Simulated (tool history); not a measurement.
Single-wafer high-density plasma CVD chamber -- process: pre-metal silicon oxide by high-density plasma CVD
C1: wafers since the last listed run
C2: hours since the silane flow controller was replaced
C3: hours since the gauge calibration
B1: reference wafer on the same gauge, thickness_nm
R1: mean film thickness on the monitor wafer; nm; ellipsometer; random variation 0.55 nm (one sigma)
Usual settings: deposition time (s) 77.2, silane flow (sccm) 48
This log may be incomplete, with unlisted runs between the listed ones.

{"run": 1, "hour": 0.0, "deposition time (s)": 77.2, "silane flow (sccm)": 48, "C1": 0, "C2": 2341.8, "C3": 80.2, "B1": 344.693, "R1": 384.575}
{"run": 2, "hour": 13.9, "deposition time (s)": 77.2, "silane flow (sccm)": 48, "C1": 138, "C2": 2355.7, "C3": 94.1, "B1": 345.204, "R1": 384.113}
{"run": 3, "hour": 31.7, "deposition time (s)": 77.2, "silane flow (sccm)": 54, "C1": 177, "C2": 2373.5, "C3": 111.9, "B1": 345.064, "R1": 432.009}
{"run": 4, "hour": 45.0, "deposition time (s)": 86.5, "silane flow (sccm)": 48, "C1": 132, "C2": 2386.8, "C3": 125.2, "B1": 345.191, "R1": 431.816}
{"run": 5, "hour": 61.3, "deposition time (s)": 86.5, "silane flow (sccm)": 48, "C1": 162, "C2": 2403.1, "C3": 141.5, "B1": 344.988, "R1": 432.411}
{"run": 6, "hour": 75.6, "deposition time (s)": 86.5, "silane flow (sccm)": 48, "C1": 142, "C2": 2417.4, "C3": 155.8, "B1": 345.043, "R1": 430.932}
{"run": 7, "hour": 84.0, "deposition time (s)": 77.2, "silane flow (sccm)": 44, "C1": 83, "C2": 2425.8, "C3": 164.2, "B1": 345.005, "R1": 352.939}
{"run": 8, "hour": 93.3, "deposition time (s)": 77.2, "silane flow (sccm)": 48, "C1": 92, "C2": 2435.1, "C3": 173.5, "B1": 345.086, "R1": 385.98}
{"run": 9, "hour": 108.1, "deposition time (s)": 77.2, "silane flow (sccm)": 48, "C1": 147, "C2": 2449.9, "C3": 188.3, "B1": 344.766, "R1": 385.571}
{"hour": 115.4, "done": "gauge calibrated"}
{"run": 10, "hour": 123.0, "deposition time (s)": 77.2, "silane flow (sccm)": 48, "C1": 148, "C2": 2464.8, "C3": 7.6, "B1": 344.968, "R1": 385.369}
{"run": 11, "hour": 175.3, "deposition time (s)": 83.1, "silane flow (sccm)": 44, "C1": 522, "C2": 2517.1, "C3": 59.9, "B1": 345.027, "R1": 381.076}
{"run": 12, "hour": 183.6, "deposition time (s)": 91.1, "silane flow (sccm)": 42, "C1": 82, "C2": 2525.4, "C3": 68.2, "B1": 344.993, "R1": 398.358}
{"run": 13, "hour": 196.7, "deposition time (s)": 92.4, "silane flow (sccm)": 40, "C1": 130, "C2": 2538.5, "C3": 81.3, "B1": 344.96, "R1": 385.495}
{"run": 14, "hour": 210.1, "deposition time (s)": 67.4, "silane flow (sccm)": 53, "C1": 133, "C2": 2551.9, "C3": 94.7, "B1": 345.094, "R1": 373.303}
{"hour": 226.7, "done": "silane flow controller replaced"}
{"run": 15, "hour": 227.2, "deposition time (s)": 77.2, "silane flow (sccm)": 48, "C1": 90, "C2": 0.5, "C3": 111.8, "B1": 345.044, "R1": 398.312}
{"run": 16, "hour": 240.0, "deposition time (s)": 77.2, "silane flow (sccm)": 39, "C1": 127, "C2": 13.3, "C3": 124.6, "B1": 344.717, "R1": 323.752}
{"run": 17, "hour": 253.1, "deposition time (s)": 68.1, "silane flow (sccm)": 48, "C1": 130, "C2": 26.4, "C3": 137.7, "B1": 344.937, "R1": 350.012}
{"run": 18, "hour": 267.5, "deposition time (s)": 77.2, "silane flow (sccm)": 48, "C1": 143, "C2": 40.8, "C3": 152.1, "B1": 345.041, "R1": 397.698}
{"hour": 302.4, "done": "silane flow controller replaced, repeated, since the last time left the tool worse"}
{"hour": 311.2, "done": "gauge calibrated"}
{"run": 19, "hour": 315.5, "deposition time (s)": 84.4, "silane flow (sccm)": 40, "C1": 399, "C2": 13.1, "C3": 4.3, "B1": 344.861, "R1": 336.821}
{"run": 20, "hour": 328.4, "deposition time (s)": 88.4, "silane flow (sccm)": 52, "C1": 128, "C2": 26, "C3": 17.2, "B1": 345.022, "R1": 459.475}
{"run": 21, "hour": 344.7, "deposition time (s)": 77.2, "silane flow (sccm)": 48, "C1": 162, "C2": 42.3, "C3": 33.5, "B1": 344.999, "R1": 369.529}

Forecast each of these 5 alternatives for the next run:
{"run": "A", "hour": 345.1, "deposition time (s)": 77.2, "silane flow (sccm)": 48, "C1": 3, "C2": 42.7, "C3": 33.9, "B1": "?", "R1": "?"}
{"run": "B", "hour": 345.1, "deposition time (s)": 72.3, "silane flow (sccm)": 52, "C1": 3, "C2": 42.7, "C3": 33.9, "B1": "?", "R1": "?"}
{"run": "C", "hour": 345.1, "deposition time (s)": 77.2, "silane flow (sccm)": 56, "C1": 3, "C2": 42.7, "C3": 33.9, "B1": "?", "R1": "?"}
{"run": "D", "hour": 345.1, "deposition time (s)": 91.7, "silane flow (sccm)": 55, "C1": 3, "C2": 42.7, "C3": 33.9, "B1": "?", "R1": "?"}
{"run": "E", "hour": 345.1, "deposition time (s)": 65.9, "silane flow (sccm)": 39, "C1": 3, "C2": 42.7, "C3": 33.9, "B1": "?", "R1": "?"}

run=A B1=345.016 R1=370.408
run=B B1=345.016 R1=375.805
run=C B1=345.016 R1=432.142
run=D B1=345.016 R1=504.143
run=E B1=345.016 R1=256.904
With no hidden state in the tool, these same runs would have given:
run=A R1=369.303
run=B R1=374.685
run=C R1=430.854
run=D R1=502.639
run=E R1=256.138
